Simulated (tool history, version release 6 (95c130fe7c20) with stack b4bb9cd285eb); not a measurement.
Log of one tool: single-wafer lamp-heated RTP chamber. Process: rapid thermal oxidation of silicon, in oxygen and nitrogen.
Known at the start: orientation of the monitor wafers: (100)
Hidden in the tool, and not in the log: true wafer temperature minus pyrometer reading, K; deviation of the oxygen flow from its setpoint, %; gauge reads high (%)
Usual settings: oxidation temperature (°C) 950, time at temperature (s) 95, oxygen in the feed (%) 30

run,hour,oxidation temperature (°C),time at temperature (s),oxygen in the feed (%),wafers since the last listed run,wafers since the last pyrometer calibration,hours since the oxygen flow controller was replaced,hours since the gauge calibration,"read-back reference wafer on the same gauge, thickness",oxide thickness on the monitor wafer (angstrom)
1,0,950,95,30,0,411,5271.1,136.6,4.098,34.39
2,35.5,950,95,30,293,705,5306.6,172.1,4.089,34.22
3,58.4,950,64,30,189,894,5329.5,195,4.079,30.12
4,91.8,943,95,30,276,1171,5362.9,228.4,4.071,32.94
5,123.2,950,95,30,259,1431,5394.3,259.8,4.068,34.18
6,140.6,944,95,30,144,1575,5411.7,277.2,4.062,32.9
7,169.2,944,95,30,236,1812,5440.3,305.8,4.055,32.89
8,227.3,950,77,30,481,2293,5498.4,363.9,4.048,31.51
9,260.8,957,95,30,277,2570,5531.9,397.4,4.043,35.35
10,281.3,950,95,30,169,2740,5552.4,417.9,4.04,33.82
11,301.6,950,95,30,168,2908,5572.7,438.2,4.039,33.9
12,320.2,950,95,30,154,3062,5591.3,456.8,4.034,33.71
13,334.3,950,95,30,116,3179,5605.4,470.9,4.036,33.8
14,365.4,950,124,30,257,3436,5636.5,502,4.032,37.17
15,385.3,950,95,30,164,3601,5656.4,521.9,4.032,33.82
# hour 393.5: oxygen flow controller replaced
16,406.6,950,95,30,110,3711,13.1,543.2,4.027,34.09
17,438.2,950,95,30,261,3973,44.7,574.8,4.025,33.55
18,450.9,938,67,30,105,4078,57.4,587.5,4.026,28.31
19,472.9,950,67,38,182,4260,79.4,609.5,4.026,31.66
20,552.4,964,134,17,658,4918,158.9,689,4.019,35.83
# hour 569.6: pyrometer window cleaned and pyrometer calibrated
21,574.4,978,111,40,115,39,180.9,711,4.018,46.75
22,599.2,950,95,30,205,244,205.7,735.8,4.016,33.74
23,619.2,961,95,30,165,410,225.7,755.8,4.015,35.93
24,654.3,950,95,30,290,700,260.8,790.9,4.017,33.65
25,680.1,950,95,30,213,914,286.6,816.7,4.014,33.62
# hour 697.7: gauge calibrated
26,712.5,950,56,42,268,1182,319,14.8,4.131,31.79
27,733.8,941,95,30,176,1359,340.3,36.1,4.124,33.08
28,749,935,109,60,125,1484,355.5,51.3,4.117,40.02
29,775.4,977,49,17,218,1703,381.9,77.7,4.107,28.34
30,801.3,964,57,17,214,1918,407.8,103.6,4.096,27.92
31,835.8,942,95,30,285,2203,442.3,138.1,4.083,32.74
32,865.7,950,95,17,247,2451,472.2,168,4.075,29.9
33,883.1,950,57,30,144,2595,489.6,185.4,4.066,28.84
34,906.1,980,95,17,190,2785,512.6,208.4,4.065,34.88
35,935.5,931,77,17,243,3029,542,237.8,4.057,26.63
36,964.8,950,95,30,242,3271,571.3,267.1,4.051,33.93
37,984.7,950,60,43,164,3436,591.2,287,4.043,31.72

4 ways to go on from here, each from the tool as it stands after run 37. What would each give?
A,985.1,950,95,30,3,3439,591.6,287.4,?,?
B,985.1,930,77,30,3,3439,591.6,287.4,?,?
C,985.1,958,112,50,3,3439,591.6,287.4,?,?
D,985.1,939,95,60,3,3439,591.6,287.4,?,?

run,"read-back reference wafer on the same gauge, thickness",oxide thickness on the monitor wafer (angstrom)
A,4.046,34.24
B,4.046,29
C,4.046,44.42
D,4.046,38.51
Without the tool's hidden state the same runs would have given:
run,oxide thickness on the monitor wafer (angstrom)
A,35.21
B,29.82
C,45.67
D,39.6
